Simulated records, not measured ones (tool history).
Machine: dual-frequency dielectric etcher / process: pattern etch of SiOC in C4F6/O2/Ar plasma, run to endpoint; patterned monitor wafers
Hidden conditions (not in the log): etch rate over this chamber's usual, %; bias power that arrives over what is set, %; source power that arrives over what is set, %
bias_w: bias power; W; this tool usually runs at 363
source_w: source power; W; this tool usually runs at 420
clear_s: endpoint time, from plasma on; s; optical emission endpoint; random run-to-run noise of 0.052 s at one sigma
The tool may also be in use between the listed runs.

run   hour  bias_w  source_w  wafers since the last listed run  hours since the last wet clean  hours since the last bias power generator calibration  hours since the last source power generator calibration  hours since the last upper electrode change  incoming incoming film thickness, nm  clear_s
  1    0.0     293       420                                 0                           491.6                                                 3636.3                                                   4232.1                                       4539.3                                 27.07      9.5
      25.1  -- wet clean of the chamber
  2   29.9     293       420                                52                             4.8                                                 3666.2                                                   4262.0                                       4569.2                                 27.45      9.7
  3   62.2     363       420                               290                            37.1                                                 3698.5                                                   4294.3                                       4601.5                                 27.24      9.1
  4   82.8     406       420                               184                            57.7                                                 3719.1                                                   4314.9                                       4622.1                                 27.05      8.7
  5  108.1     406       420                               227                            83.0                                                 3744.4                                                   4340.2                                       4647.4                                 27.14      8.7
  6  132.3     363       420                               217                           107.2                                                 3768.6                                                   4364.4                                       4671.6                                 27.10      9.0
     163.3  -- bias power generator calibrated
  7  163.8     363       420                               246                           138.7                                                    0.5                                                   4395.9                                       4703.1                                 27.10      9.0
  8  187.7     363       420                               214                           162.6                                                   24.4                                                   4419.8                                       4727.0                                 27.39      9.0
  9  213.6     363       420                               232                           188.5                                                   50.3                                                   4445.7                                       4752.9                                 27.13      8.9
 10  230.4     363       420                               150                           205.3                                                   67.1                                                   4462.5                                       4769.7                                 27.04      9.0
 11  244.1     450       330                               123                           219.0                                                   80.8                                                   4476.2                                       4783.4                                 27.19      8.9
 12  272.5     363       380                               255                           247.4                                                  109.2                                                   4504.6                                       4811.8                                 27.34      9.3
 13  302.0     437       480                               264                           276.9                                                  138.7                                                   4534.1                                       4841.3                                 26.95      8.0
 14  330.0     275       420                               251                           304.9                                                  166.7                                                   4562.1                                       4869.3                                 27.27      9.7
 15  346.5     414       390                               148                           321.4                                                  183.2                                                   4578.6                                       4885.8                                 27.00      8.5
 16  374.3     363       420                               249                           349.2                                                  211.0                                                   4606.4                                       4913.6                                 27.30      8.9
 17  387.8     284       450                               121                           362.7                                                  224.5                                                   4619.9                                       4927.1                                 27.26      9.4
     417.5  -- upper electrode replaced
 18  418.0     363       420                                55                           392.9                                                  254.7                                                   4650.1                                          0.5                                 27.15      8.9
 19  447.4     363       360                               263                           422.3                                                  284.1                                                   4679.5                                         29.9                                 27.09      9.2
 20  473.6     363       420                               235                           448.5                                                  310.3                                                   4705.7                                         56.1                                 27.33      8.9
     502.5  -- wet clean of the chamber
 21  505.6     317       520                                71                             3.1                                                  342.3                                                   4737.7                                         88.1                                 27.27      9.1
     523.5  -- source power generator calibrated
 22  526.4     280       340                               150                            23.9                                                  363.1                                                      2.9                                        108.9                                 27.12     10.3
 23  549.3     363       420                               205                            46.8                                                  386.0                                                     25.8                                        131.8                                 27.01      8.9
 24  572.1     340       350                               204                            69.6                                                  408.8                                                     48.6                                        154.6                                 27.29      9.6
 25  590.1     363       420                               161                            87.6                                                  426.8                                                     66.6                                        172.6                                 27.25      9.0
 26  602.7     363       420                               113                           100.2                                                  439.4                                                     79.2                                        185.2                                 27.18      9.0
 27  617.0     388       470                               128                           114.5                                                  453.7                                                     93.5                                        199.5                                 26.95      8.5
 28  633.5     392       500                               148                           131.0                                                  470.2                                                    110.0                                        216.0                                 26.97      8.3
 29  666.1     400       360                               292                           163.6                                                  502.8                                                    142.6                                        248.6                                 27.28      9.0
 30  684.1     363       490                               161                           181.6                                                  520.8                                                    160.6                                        266.6                                 27.14      8.5
 31  715.0     389       520                               277                           212.5                                                  551.7                                                    191.5                                        297.5                                 27.10      8.2
 32  746.1     403       500                               279                           243.6                                                  582.8                                                    222.6                                        328.6                                 27.09      8.2
 33  777.1     297       420                               278                           274.6                                                  613.8                                                    253.6                                        359.6                                 27.28      9.5
 34  806.2     302       330                               261                           303.7                                                  642.9                                                    282.7                                        388.7                                 26.98     10.0
 35  832.8     303       380                               238                           330.3                                                  669.5                                                    309.3                                        415.3                                 27.35      9.7

State the hidden condition of the tool at each of the runs:
bias power that arrives over what is set, %: 0 across all the runs
source power that arrives over what is set, %: 0 across all the runs
H1: etch rate over this chamber's usual, %
run      H1
  1    2.67
  2  0.0757
  3    0.26
  4   0.377
  5   0.522
  6    0.66
  7   0.839
  8   0.976
  9    1.12
 10    1.22
 11     1.3
 12    1.46
 13    1.63
 14    1.79
 15    1.88
 16    2.04
 17    2.12
 18    2.29
 19    2.46
 20    2.61
 21   0.289
 22   0.408
 23   0.538
 24   0.668
 25   0.771
 26   0.843
 27   0.924
 28    1.02
 29     1.2
 30    1.31
 31    1.48
 32    1.66
 33    1.84
 34       2
 35    2.15

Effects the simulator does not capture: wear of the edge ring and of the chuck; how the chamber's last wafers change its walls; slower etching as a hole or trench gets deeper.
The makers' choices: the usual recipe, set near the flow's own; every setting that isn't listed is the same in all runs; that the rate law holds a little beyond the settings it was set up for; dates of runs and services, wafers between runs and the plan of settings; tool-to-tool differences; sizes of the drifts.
